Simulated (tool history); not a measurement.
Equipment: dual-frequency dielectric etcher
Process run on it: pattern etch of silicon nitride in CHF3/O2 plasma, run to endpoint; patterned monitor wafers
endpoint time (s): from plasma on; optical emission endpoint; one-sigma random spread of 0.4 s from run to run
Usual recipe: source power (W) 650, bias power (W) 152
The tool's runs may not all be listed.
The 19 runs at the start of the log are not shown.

| run | hour | source power (W) | bias power (W) | wafers since the last listed run | hours since the last wet clean | hours since the last source power generator calibration | hours since the last bias power generator calibration | hours since the last upper electrode change | incoming incoming film thickness, nm | endpoint time (s) |
|---|---|---|---|---|---|---|---|---|---|---|
| 20 | 287 | 800 | 187 | 206 | 152.6 | 2894.8 | 3468 | 111.2 | 62.9 | 38.5 |
| 21 | 297.7 | 520 | 184 | 135 | 163.3 | 2905.5 | 3478.7 | 121.9 | 63 | 49.2 |
| 22 | 315.7 | 650 | 152 | 228 | 181.3 | 2923.5 | 3496.7 | 139.9 | 63.7 | 46.2 |
| 23 | 324.2 | 650 | 189 | 107 | 189.8 | 2932 | 3505.2 | 148.4 | 63.5 | 42.9 |
| 24 | 339.8 | 650 | 135 | 197 | 205.4 | 2947.6 | 3520.8 | 164 | 63.2 | 48.1 |
| 25 | 349.3 | 650 | 152 | 120 | 214.9 | 2957.1 | 3530.3 | 173.5 | 62.7 | 46.6 |
|  | 373.4 | source power generator calibrated |
|  | 375.3 | bias power generator calibrated |
| 26 | 381.4 | 570 | 152 | 332 | 247 | 8 | 6.1 | 205.6 | 63.1 | 49.8 |
| 27 | 394.8 | 650 | 135 | 169 | 260.4 | 21.4 | 19.5 | 219 | 62.1 | 48.1 |
| 28 | 410.4 | 580 | 152 | 197 | 276 | 37 | 35.1 | 234.6 | 63.3 | 49.5 |
| 29 | 418.9 | 650 | 125 | 107 | 284.5 | 45.5 | 43.6 | 243.1 | 62.5 | 50.1 |
| 30 | 433.7 | 740 | 187 | 187 | 299.3 | 60.3 | 58.4 | 257.9 | 62.9 | 39.7 |
| 31 | 444.4 | 540 | 129 | 135 | 310 | 71 | 69.1 | 268.6 | 63.1 | 54.4 |
| 32 | 451.1 | 650 | 152 | 84 | 316.7 | 77.7 | 75.8 | 275.3 | 63 | 47 |
| 33 | 460 | 650 | 152 | 112 | 325.6 | 86.6 | 84.7 | 284.2 | 63 | 46.4 |
| 34 | 470.2 | 570 | 133 | 129 | 335.8 | 96.8 | 94.9 | 294.4 | 62.9 | 53 |
| 35 | 477.5 | 650 | 152 | 92 | 343.1 | 104.1 | 102.2 | 301.7 | 62.4 | 46 |
| 36 | 484.1 | 760 | 152 | 83 | 349.7 | 110.7 | 108.8 | 308.3 | 63.3 | 43 |

Predict each of these 4 candidate next runs independently; none follows another, all start after run 36:
| A | 484.5 | 650 | 152 | 5 | 350.1 | 111.1 | 109.2 | 308.7 | 63.2 | ? |
| B | 484.5 | 650 | 119 | 5 | 350.1 | 111.1 | 109.2 | 308.7 | 63.2 | ? |
| C | 484.5 | 700 | 152 | 5 | 350.1 | 111.1 | 109.2 | 308.7 | 63.2 | ? |
| D | 484.5 | 720 | 176 | 5 | 350.1 | 111.1 | 109.2 | 308.7 | 63.2 | ? |

| run | endpoint time (s) |
|---|---|
| A | 46.6 |
| B | 50.9 |
| C | 44.8 |
| D | 41.9 |
The same runs, with their run-to-run variation unchanged, on a tool lacking any hidden condition would have given:
| run | endpoint time (s) |
|---|---|
| A | 46.6 |
| B | 50.9 |
| C | 44.8 |
| D | 41.9 |
